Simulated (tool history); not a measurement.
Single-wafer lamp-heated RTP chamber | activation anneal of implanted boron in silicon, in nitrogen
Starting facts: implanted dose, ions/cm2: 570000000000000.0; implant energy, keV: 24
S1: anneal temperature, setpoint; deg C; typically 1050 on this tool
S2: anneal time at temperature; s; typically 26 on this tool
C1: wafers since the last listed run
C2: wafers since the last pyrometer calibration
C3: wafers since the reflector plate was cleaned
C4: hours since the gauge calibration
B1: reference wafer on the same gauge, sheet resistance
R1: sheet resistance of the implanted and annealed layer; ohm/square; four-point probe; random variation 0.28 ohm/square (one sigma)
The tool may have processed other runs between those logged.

{"run": 1, "hour": 0.0, "S1": 1050, "S2": 26, "C1": 0, "C2": 3957, "C3": 439, "C4": 306.5, "B1": 223.64, "R1": 189.21}
{"hour": 15.6, "done": "gauge calibrated"}
{"run": 2, "hour": 16.7, "S1": 1050, "S2": 26, "C1": 255, "C2": 4213, "C3": 694, "C4": 1.1, "B1": 221.2, "R1": 187.52}
{"run": 3, "hour": 29.8, "S1": 1050, "S2": 26, "C1": 200, "C2": 4413, "C3": 895, "C4": 14.2, "B1": 221.24, "R1": 187.34}
{"run": 4, "hour": 38.9, "S1": 1050, "S2": 26, "C1": 139, "C2": 4553, "C3": 1034, "C4": 23.3, "B1": 221.18, "R1": 186.93}
{"run": 5, "hour": 50.5, "S1": 1050, "S2": 26, "C1": 177, "C2": 4730, "C3": 1212, "C4": 34.9, "B1": 221.27, "R1": 187.07}
{"run": 6, "hour": 61.8, "S1": 1070, "S2": 16, "C1": 172, "C2": 4903, "C3": 1385, "C4": 46.2, "B1": 221.2, "R1": 187.03}
{"run": 7, "hour": 76.1, "S1": 1070, "S2": 16, "C1": 218, "C2": 5122, "C3": 1604, "C4": 60.5, "B1": 221.3, "R1": 186.98}
{"run": 8, "hour": 91.8, "S1": 1070, "S2": 16, "C1": 240, "C2": 5362, "C3": 1844, "C4": 76.2, "B1": 221.41, "R1": 187.8}
{"run": 9, "hour": 108.4, "S1": 1057, "S2": 38, "C1": 254, "C2": 5616, "C3": 2098, "C4": 92.8, "B1": 221.48, "R1": 186.4}
{"run": 10, "hour": 116.8, "S1": 1050, "S2": 20, "C1": 128, "C2": 5745, "C3": 2226, "C4": 101.2, "B1": 221.48, "R1": 188.26}
{"run": 11, "hour": 126.1, "S1": 1050, "S2": 36, "C1": 142, "C2": 5887, "C3": 2369, "C4": 110.5, "B1": 221.4, "R1": 187.34}
{"run": 12, "hour": 134.1, "S1": 1050, "S2": 36, "C1": 122, "C2": 6010, "C3": 2491, "C4": 118.5, "B1": 221.63, "R1": 186.88}
{"run": 13, "hour": 143.4, "S1": 1050, "S2": 36, "C1": 142, "C2": 6152, "C3": 2634, "C4": 127.8, "B1": 221.67, "R1": 186.79}
{"run": 14, "hour": 154.0, "S1": 1050, "S2": 26, "C1": 162, "C2": 6314, "C3": 2796, "C4": 138.4, "B1": 221.73, "R1": 187.99}
{"run": 15, "hour": 166.9, "S1": 1050, "S2": 26, "C1": 197, "C2": 6512, "C3": 2993, "C4": 151.3, "B1": 221.76, "R1": 187.69}
{"run": 16, "hour": 176.3, "S1": 1050, "S2": 30, "C1": 143, "C2": 6656, "C3": 3137, "C4": 160.7, "B1": 221.93, "R1": 187.36}
{"run": 17, "hour": 185.6, "S1": 1050, "S2": 30, "C1": 142, "C2": 6798, "C3": 3280, "C4": 170, "B1": 222.07, "R1": 187.31}
{"run": 18, "hour": 200.3, "S1": 1057, "S2": 26, "C1": 224, "C2": 7023, "C3": 3504, "C4": 184.7, "B1": 222.1, "R1": 187.23}
{"run": 19, "hour": 212.6, "S1": 1072, "S2": 41, "C1": 188, "C2": 7211, "C3": 3693, "C4": 197, "B1": 222.34, "R1": 185.54}
{"hour": 220.9, "done": "pyrometer window cleaned and pyrometer calibrated"}
{"run": 20, "hour": 228.6, "S1": 1021, "S2": 26, "C1": 122, "C2": 117, "C3": 3815, "C4": 213, "B1": 222.43, "R1": 190.95}
{"run": 21, "hour": 238.2, "S1": 1075, "S2": 13, "C1": 146, "C2": 264, "C3": 3962, "C4": 222.6, "B1": 222.69, "R1": 188.39}
{"run": 22, "hour": 244.8, "S1": 1050, "S2": 18, "C1": 101, "C2": 365, "C3": 4063, "C4": 229.2, "B1": 222.76, "R1": 189.32}
{"run": 23, "hour": 260.6, "S1": 1025, "S2": 15, "C1": 241, "C2": 607, "C3": 4305, "C4": 245, "B1": 222.96, "R1": 191.86}
{"run": 24, "hour": 276.4, "S1": 1060, "S2": 37, "C1": 241, "C2": 848, "C3": 4547, "C4": 260.8, "B1": 223.16, "R1": 187.33}
{"run": 25, "hour": 291.5, "S1": 1036, "S2": 34, "C1": 231, "C2": 1079, "C3": 4778, "C4": 275.9, "B1": 223.39, "R1": 189.12}
{"run": 26, "hour": 300.5, "S1": 1032, "S2": 32, "C1": 137, "C2": 1217, "C3": 4916, "C4": 284.9, "B1": 223.44, "R1": 190.28}
{"hour": 317.9, "done": "reflector plate cleaned"}
{"run": 27, "hour": 318.4, "S1": 1050, "S2": 13, "C1": 151, "C2": 1369, "C3": 8, "C4": 302.8, "B1": 223.77, "R1": 191.01}
{"run": 28, "hour": 325.1, "S1": 1063, "S2": 20, "C1": 102, "C2": 1471, "C3": 110, "C4": 309.5, "B1": 223.92, "R1": 189.57}
{"hour": 359.6, "done": "gauge calibrated"}
{"run": 29, "hour": 376.5, "S1": 1050, "S2": 26, "C1": 786, "C2": 2258, "C3": 897, "C4": 16.9, "B1": 221.32, "R1": 187.14}
{"run": 30, "hour": 389.6, "S1": 1027, "S2": 26, "C1": 200, "C2": 2459, "C3": 1098, "C4": 30, "B1": 221.29, "R1": 189.51}
{"run": 31, "hour": 401.3, "S1": 1040, "S2": 39, "C1": 179, "C2": 2638, "C3": 1277, "C4": 41.7, "B1": 221.29, "R1": 187.03}
{"run": 32, "hour": 443.0, "S1": 1021, "S2": 11, "C1": 638, "C2": 3276, "C3": 1915, "C4": 83.4, "B1": 221.43, "R1": 191.88}
{"run": 33, "hour": 449.4, "S1": 1076, "S2": 35, "C1": 97, "C2": 3374, "C3": 2013, "C4": 89.8, "B1": 221.46, "R1": 184.66}
{"run": 34, "hour": 458.1, "S1": 1062, "S2": 13, "C1": 133, "C2": 3507, "C3": 2146, "C4": 98.5, "B1": 221.52, "R1": 188.54}
{"run": 35, "hour": 473.0, "S1": 1069, "S2": 26, "C1": 228, "C2": 3735, "C3": 2374, "C4": 113.4, "B1": 221.56, "R1": 185.85}
{"run": 36, "hour": 481.8, "S1": 1050, "S2": 26, "C1": 134, "C2": 3870, "C3": 2509, "C4": 122.2, "B1": 221.72, "R1": 187.25}
{"run": 37, "hour": 492.5, "S1": 1050, "S2": 26, "C1": 163, "C2": 4033, "C3": 2673, "C4": 132.9, "B1": 221.78, "R1": 187.7}

Measured minus without-hidden-state, run by run (identical run-to-run variation in each term; gauge scatter may differ):
Hidden state present: true wafer temperature minus pyrometer reading, K; wafer temperature error from the tarnished reflector plate, K; gauge reads high (%).
run=1 R1=+2.28
run=2 R1=+0.18
run=3 R1=+0.18
run=4 R1=+0.2
run=5 R1=+0.21
run=6 R1=+0.23
run=7 R1=+0.26
run=8 R1=+0.32
run=9 R1=+0.38
run=10 R1=+0.42
run=11 R1=+0.47
run=12 R1=+0.52
run=13 R1=+0.57
run=14 R1=+0.63
run=15 R1=+0.72
run=16 R1=+0.79
run=17 R1=+0.86
run=18 R1=+0.99
run=19 R1=+1.09
run=20 R1=+1.27
run=21 R1=+1.35
run=22 R1=+1.43
run=23 R1=+1.63
run=24 R1=+1.78
run=25 R1=+1.99
run=26 R1=+2.12
run=27 R1=+2.38
run=28 R1=+2.45
run=29 R1=+0.22
run=30 R1=+0.23
run=31 R1=+0.25
run=32 R1=+0.39
run=33 R1=+0.4
run=34 R1=+0.45
run=35 R1=+0.51
run=36 R1=+0.57
run=37 R1=+0.63
